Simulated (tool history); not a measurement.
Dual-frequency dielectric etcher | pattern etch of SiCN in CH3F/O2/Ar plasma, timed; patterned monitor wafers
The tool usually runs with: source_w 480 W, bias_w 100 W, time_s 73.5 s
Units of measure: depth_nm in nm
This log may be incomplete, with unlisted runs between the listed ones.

run,hour,source_w,bias_w,time_s,wafers since the last listed run,hours since the last wet clean,hours since the last source power generator calibration,hours since the last bias power generator calibration,hours since the last upper electrode change,hours since the gauge calibration,"read-back reference wafer on the same gauge, depth_nm",depth_nm
1,0,480,100,73.5,0,258,1444.6,2762.4,5806.1,263.8,32.92,31.58
2,7.1,480,100,73.5,69,265.1,1451.7,2769.5,5813.2,270.9,33,31.34
3,13.3,480,100,73.5,60,271.3,1457.9,2775.7,5819.4,277.1,32.93,31.35
4,29.4,480,114,84,156,287.4,1474,2791.8,5835.5,293.2,32.92,37.74
5,83.2,480,114,84,523,341.2,1527.8,2845.6,5889.3,347,32.88,38.31
6,90.4,480,100,73.5,70,348.4,1535,2852.8,5896.5,354.2,32.88,31.66
7,108.2,480,100,73.5,173,366.2,1552.8,2870.6,5914.3,372,32.87,31.76
8,117.9,480,100,73.5,94,375.9,1562.5,2880.3,5924,381.7,32.84,31.59
# hour 126.5: gauge calibrated
9,127.2,480,100,73.5,90,385.2,1571.8,2889.6,5933.3,0.7,32.97,31.32
# hour 152.3: wet clean of the chamber
10,152.8,480,100,73.5,15,0.5,1597.4,2915.2,5958.9,26.3,32.91,30.18
# hour 158.7: bias power generator calibrated
11,167.4,480,100,73.5,103,15.1,1612,8.7,5973.5,40.9,32.91,30.36
12,178.6,410,83,90,109,26.3,1623.2,19.9,5984.7,52.1,32.9,32.38
13,224.4,400,116,90.5,445,72.1,1669,65.7,6030.5,97.9,32.88,37.93
14,231.1,480,100,73.5,65,78.8,1675.7,72.4,6037.2,104.6,32.85,30.9
# hour 250.3: source power generator calibrated
# hour 255.7: upper electrode replaced
15,264.2,480,118,63,230,111.9,13.9,105.5,8.5,137.7,32.95,28.2
16,280.2,570,82,73.5,155,127.9,29.9,121.5,24.5,153.7,32.84,29.67
17,296.6,480,116,73.5,159,144.3,46.3,137.9,40.9,170.1,32.88,33.26
18,314,520,100,73.5,169,161.7,63.7,155.3,58.3,187.5,32.91,31.46
19,324.7,390,79,90.5,104,172.4,74.4,166,69,198.2,32.89,31.56

Below are 3 alternative next runs, each starting from the tool's condition after run 19. Predict each:
A,325.1,480,100,62,3,172.8,74.8,166.4,69.4,198.6,?,?
B,325.1,420,90,86,3,172.8,74.8,166.4,69.4,198.6,?,?
C,325.1,450,123,87,3,172.8,74.8,166.4,69.4,198.6,?,?

run,"read-back reference wafer on the same gauge, depth_nm",depth_nm
A,32.98,26.16
B,32.98,33.03
C,32.98,39.61
Take away the tool's hidden state, keep each run's random variation, and the runs would have read:
run,depth_nm
A,25.47
B,32.15
C,38.56

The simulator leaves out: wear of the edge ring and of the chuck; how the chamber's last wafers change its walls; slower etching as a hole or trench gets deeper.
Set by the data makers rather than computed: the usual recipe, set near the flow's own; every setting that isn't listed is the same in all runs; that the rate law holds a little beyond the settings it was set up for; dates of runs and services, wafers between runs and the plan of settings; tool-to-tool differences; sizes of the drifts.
